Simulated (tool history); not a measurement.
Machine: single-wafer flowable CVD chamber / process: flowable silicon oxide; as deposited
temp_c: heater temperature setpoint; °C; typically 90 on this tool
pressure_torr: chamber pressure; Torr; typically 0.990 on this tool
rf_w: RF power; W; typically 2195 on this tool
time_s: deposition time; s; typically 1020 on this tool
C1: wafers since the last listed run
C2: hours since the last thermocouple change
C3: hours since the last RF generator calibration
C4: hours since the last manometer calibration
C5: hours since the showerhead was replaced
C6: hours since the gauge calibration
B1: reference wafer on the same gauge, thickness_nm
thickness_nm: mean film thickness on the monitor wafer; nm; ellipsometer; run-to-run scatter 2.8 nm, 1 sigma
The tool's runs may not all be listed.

Run 1, hour 0.0: usual settings but time_s 1120 s; C1 0; C2 634.0; C3 1126.5; C4 1173.8; C5 7182.5; C6 465.0; B1 1361.375. Result: thickness_nm 1247.767 nm.
Run 2, hour 44.8: usual settings but time_s 1120 s; C1 72; C2 678.8; C3 1171.3; C4 1218.6; C5 7227.3; C6 509.8; B1 1360.117. Result: thickness_nm 1247.165 nm.
Run 3, hour 117.1: usual settings but time_s 1120 s; C1 116; C2 751.1; C3 1243.6; C4 1290.9; C5 7299.6; C6 582.1; B1 1360.200. Result: thickness_nm 1247.902 nm.
Run 4, hour 188.7: usual settings; C1 115; C2 822.7; C3 1315.2; C4 1362.5; C5 7371.2; C6 653.7; B1 1359.596. Result: thickness_nm 1136.905 nm.
At hour 192.3: gauge calibrated.
Run 5, hour 225.9: usual settings but temp_c 81 °C; C1 59; C2 859.9; C3 1352.4; C4 1399.7; C5 7408.4; C6 33.6; B1 1359.263. Result: thickness_nm 1503.499 nm.
Run 6, hour 266.8: usual settings but temp_c 81 °C; C1 65; C2 900.8; C3 1393.3; C4 1440.6; C5 7449.3; C6 74.5; B1 1360.535. Result: thickness_nm 1504.248 nm.
Run 7, hour 335.0: usual settings but temp_c 81 °C; C1 109; C2 969.0; C3 1461.5; C4 1508.8; C5 7517.5; C6 142.7; B1 1359.518. Result: thickness_nm 1505.106 nm.
At hour 351.8: thermocouple changed; heater temperature recalibrated.
Run 8, hour 367.2: usual settings but temp_c 95 °C, pressure_torr 0.929 Torr; C1 38; C2 15.4; C3 1493.7; C4 1541.0; C5 7549.7; C6 174.9; B1 1359.203. Result: thickness_nm 895.149 nm.
Run 9, hour 405.4: usual settings but rf_w 2465 W; C1 61; C2 53.6; C3 1531.9; C4 1579.2; C5 7587.9; C6 213.1; B1 1360.128. Result: thickness_nm 1156.074 nm.
Run 10, hour 446.5: usual settings; C1 66; C2 94.7; C3 1573.0; C4 1620.3; C5 7629.0; C6 254.2; B1 1359.056. Result: thickness_nm 1131.087 nm.
At hour 465.9: RF generator calibrated.
At hour 484.2: showerhead replaced.
Run 11, hour 484.7: usual settings; C1 35; C2 132.9; C3 18.8; C4 1658.5; C5 0.5; C6 292.4; B1 1358.939. Result: thickness_nm 1151.215 nm.
At hour 525.9: capacitance manometer re-zeroed and calibrated.
Run 12, hour 548.7: usual settings but rf_w 1870 W; C1 90; C2 196.9; C3 82.8; C4 22.8; C5 64.5; C6 356.4; B1 1359.678. Result: thickness_nm 1108.072 nm.
Run 13, hour 698.8: usual settings but pressure_torr 1.107 Torr, time_s 960 s; C1 241; C2 347.0; C3 232.9; C4 172.9; C5 214.6; C6 506.5; B1 1358.722. Result: thickness_nm 1203.345 nm.
Run 14, hour 736.4: usual settings but pressure_torr 1.186 Torr; C1 60; C2 384.6; C3 270.5; C4 210.5; C5 252.2; C6 544.1; B1 1359.205. Result: thickness_nm 1365.042 nm.
Run 15, hour 787.5: usual settings; C1 82; C2 435.7; C3 321.6; C4 261.6; C5 303.3; C6 595.2; B1 1360.352. Result: thickness_nm 1147.535 nm.
Run 16, hour 812.8: usual settings but temp_c 78 °C, pressure_torr 0.818 Torr, rf_w 2585 W, time_s 1210 s; C1 40; C2 461.0; C3 346.9; C4 286.9; C5 328.6; C6 620.5; B1 1359.679. Result: thickness_nm 1654.462 nm.
At hour 875.1: gauge calibrated.
Run 17, hour 1025.0: usual settings but temp_c 83 °C, pressure_torr 0.822 Torr, rf_w 2390 W, time_s 1170 s; C1 341; C2 673.2; C3 559.1; C4 499.1; C5 540.8; C6 149.9; B1 1360.750. Result: thickness_nm 1374.420 nm.
Run 18, hour 1066.5: usual settings but temp_c 80 °C, pressure_torr 0.885 Torr, rf_w 2625 W; C1 66; C2 714.7; C3 600.6; C4 540.6; C5 582.3; C6 191.4; B1 1359.350. Result: thickness_nm 1431.231 nm.
Run 19, hour 1133.8: usual settings but temp_c 80 °C, pressure_torr 1.090 Torr, rf_w 2410 W; C1 108; C2 782.0; C3 667.9; C4 607.9; C5 649.6; C6 258.7; B1 1360.013. Result: thickness_nm 1739.229 nm.

Some steps in thickness_nm, run to run, broken into two amounts with sign: the step expected even without the hidden condition (settings, incoming material, random variation), and the rest, left for the hidden condition together with whatever gauge scatter is not in both the measured and the hidden-condition-free result:
Hidden conditions of the tool in this case: wafer temperature above the value expected at the setpoint (K); delivered RF power above the setpoint (%); true pressure above the setpoint (%); gauge reads high (%).
Run 7 -> 8: temp_c 81 -> 95, pressure_torr 0.990 -> 0.929, thermocouple changed; heater temperature recalibrated. thickness_nm -609.957 nm: hidden state +7.083, all else -617.040.
Run 10 -> 11: RF generator calibrated, showerhead replaced. thickness_nm +20.128 nm: hidden state +15.132, all else +4.996.

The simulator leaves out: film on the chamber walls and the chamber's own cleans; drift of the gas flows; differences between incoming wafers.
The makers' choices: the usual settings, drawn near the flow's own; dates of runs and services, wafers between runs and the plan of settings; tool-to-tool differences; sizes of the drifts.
